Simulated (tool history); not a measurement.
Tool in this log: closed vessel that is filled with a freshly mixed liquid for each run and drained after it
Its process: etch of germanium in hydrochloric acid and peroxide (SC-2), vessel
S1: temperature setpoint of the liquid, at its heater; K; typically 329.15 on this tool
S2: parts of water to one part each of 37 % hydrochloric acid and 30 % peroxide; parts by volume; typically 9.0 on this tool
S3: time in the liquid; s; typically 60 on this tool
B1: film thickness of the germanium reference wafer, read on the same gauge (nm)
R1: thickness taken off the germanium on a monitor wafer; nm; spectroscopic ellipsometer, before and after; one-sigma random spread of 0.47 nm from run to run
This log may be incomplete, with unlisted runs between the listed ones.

run,hour,S1,S2,S3,B1,R1
1,0.0,329.15,9.0,60,90.01,102.05
# hour 40.1: new drum of peroxide connected
2,64.2,329.15,9.0,60,90.01,102.51
# hour 124.0: thermometer replaced
3,163.8,329.15,9.0,60,90.05,100.24
4,231.8,329.15,9.0,60,90.00,100.46
5,277.2,329.15,9.0,60,90.01,100.68
# hour 296.7: gauge calibrated
# hour 345.0: chemicals flow meter replaced
6,349.4,337.65,12.0,40,90.00,82.56
7,406.7,326.65,11.5,60,89.96,90.93
8,510.7,329.15,9.0,60,90.01,102.24
9,578.9,320.65,11.5,30,90.04,38.03
10,655.7,329.15,11.5,60,89.98,98.80
11,749.5,321.15,6.5,60,89.97,80.59
12,820.7,329.15,9.0,45,89.98,75.84
13,863.1,329.15,9.0,60,90.06,101.59
14,944.2,335.15,11.5,45,90.04,89.00
15,1047.7,329.15,9.0,60,90.02,101.45
16,1114.7,326.15,9.0,85,89.98,132.35
17,1167.8,329.15,9.0,60,90.01,102.61
# hour 1182.6: new drum of peroxide connected
18,1264.0,329.15,9.0,35,90.03,59.69
# hour 1313.1: thermometer replaced
19,1357.1,329.15,9.0,60,90.02,99.78
20,1398.3,321.65,9.0,60,89.96,79.19
21,1495.4,319.65,9.0,40,90.04,49.39
# hour 1521.3: chemicals flow meter replaced
22,1585.7,329.15,11.5,90,89.98,146.27
23,1649.7,329.15,6.5,50,89.99,86.20
24,1746.6,329.15,5.0,60,90.05,103.38
25,1820.6,329.15,7.0,60,89.97,102.49
26,1928.4,329.15,9.0,60,90.01,100.56
27,1972.2,329.15,9.0,60,89.97,101.25
28,2058.7,329.15,9.0,60,90.02,101.37
29,2118.9,319.65,7.5,60,90.01,76.67
30,2185.9,329.15,7.5,60,90.00,103.33

Each run again, without the hidden state but with its own random variation kept:
The tool's hidden condition here consists of: liquid hotter than its thermometer reads (K); chemicals flow below the setpoint (%); peroxide weaker than its label (%); gauge reads high (%).
run,R1
1,99.76
2,100.09
3,99.60
4,99.70
5,99.83
6,81.82
7,89.94
8,100.95
9,37.48
10,97.30
11,79.14
12,74.48
13,99.67
14,87.27
15,99.21
16,129.20
17,100.12
18,58.14
19,99.69
20,79.04
21,49.20
22,145.53
23,85.65
24,102.52
25,101.52
26,99.44
27,100.03
28,100.00
29,75.46
30,101.67

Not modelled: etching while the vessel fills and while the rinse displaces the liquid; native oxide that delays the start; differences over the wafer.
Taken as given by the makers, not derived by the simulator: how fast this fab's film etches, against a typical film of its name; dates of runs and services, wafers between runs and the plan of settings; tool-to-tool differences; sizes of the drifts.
